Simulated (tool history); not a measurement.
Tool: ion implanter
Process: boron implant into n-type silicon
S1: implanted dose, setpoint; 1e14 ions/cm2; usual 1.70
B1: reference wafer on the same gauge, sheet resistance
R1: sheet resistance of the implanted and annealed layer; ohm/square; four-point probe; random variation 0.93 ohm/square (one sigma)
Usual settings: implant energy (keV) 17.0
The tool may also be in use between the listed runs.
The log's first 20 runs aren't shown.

At day 9.842: Faraday cup replaced and dose calibrated.
At day 10.300: extraction supply calibrated.
Run 21, day 10.321: usual settings but S1 1.90 1e14 ions/cm2; B1 543.89. Result: R1 492.49 ohm/square.
Run 22, day 11.379: usual settings but implant energy (keV) 19.0; B1 543.73. Result: R1 530.36 ohm/square.
Run 23, day 11.904: usual settings but implant energy (keV) 21.5; B1 543.90. Result: R1 520.28 ohm/square.
Run 24, day 12.362: usual settings but S1 2.13 1e14 ions/cm2; B1 543.93. Result: R1 450.35 ohm/square.
Run 25, day 13.050: usual settings but S1 1.51 1e14 ions/cm2, implant energy (keV) 21.5; B1 543.96. Result: R1 570.15 ohm/square.
Run 26, day 13.775: usual settings but S1 1.97 1e14 ions/cm2, implant energy (keV) 19.0; B1 544.46. Result: R1 471.75 ohm/square.
Run 27, day 15.104: usual settings but S1 1.86 1e14 ions/cm2, implant energy (keV) 14.5; B1 543.67. Result: R1 511.82 ohm/square.
Run 28, day 15.492: usual settings; B1 543.74. Result: R1 539.33 ohm/square.
Run 29, day 15.900: usual settings but S1 1.34 1e14 ions/cm2, implant energy (keV) 13.0; B1 544.44. Result: R1 674.93 ohm/square.
Run 30, day 16.367: usual settings but implant energy (keV) 21.0; B1 544.33. Result: R1 522.67 ohm/square.
Run 31, day 17.088: usual settings but S1 1.27 1e14 ions/cm2, implant energy (keV) 22.0; B1 543.74. Result: R1 647.94 ohm/square.
Run 32, day 17.696: usual settings but implant energy (keV) 20.5; B1 543.67. Result: R1 523.21 ohm/square.
Run 33, day 18.358: usual settings; B1 543.78. Result: R1 536.81 ohm/square.
Run 34, day 18.996: usual settings; B1 543.76. Result: R1 537.04 ohm/square.
Run 35, day 19.471: usual settings; B1 544.08. Result: R1 537.08 ohm/square.
Run 36, day 20.117: usual settings but S1 1.21 1e14 ions/cm2, implant energy (keV) 12.5; B1 544.52. Result: R1 731.24 ohm/square.

5 ways to go on from here, each from the tool as it stands after run 36. What would each give?
Run A, day 20.133: usual settings; B1 ?. Result: R1 ?.
Run B, day 20.133: usual settings but S1 1.28 1e14 ions/cm2, implant energy (keV) 20.0; B1 ?. Result: R1 ?.
Run C, day 20.133: usual settings but S1 1.39 1e14 ions/cm2; B1 ?. Result: R1 ?.
Run D, day 20.133: usual settings but S1 2.17 1e14 ions/cm2, implant energy (keV) 22.5; B1 ?. Result: R1 ?.
Run E, day 20.133: usual settings but S1 1.36 1e14 ions/cm2, implant energy (keV) 12.0; B1 ?. Result: R1 ?.

run      B1      R1
  A  543.92  535.69
  B  543.92  653.67
  C  543.92  628.40
  D  543.92  425.69
  E  543.92  670.18
Without the tool's hidden state the same runs would have given:
run      R1
  A  541.00
  B  659.92
  C  634.54
  D  429.85
  E  676.75
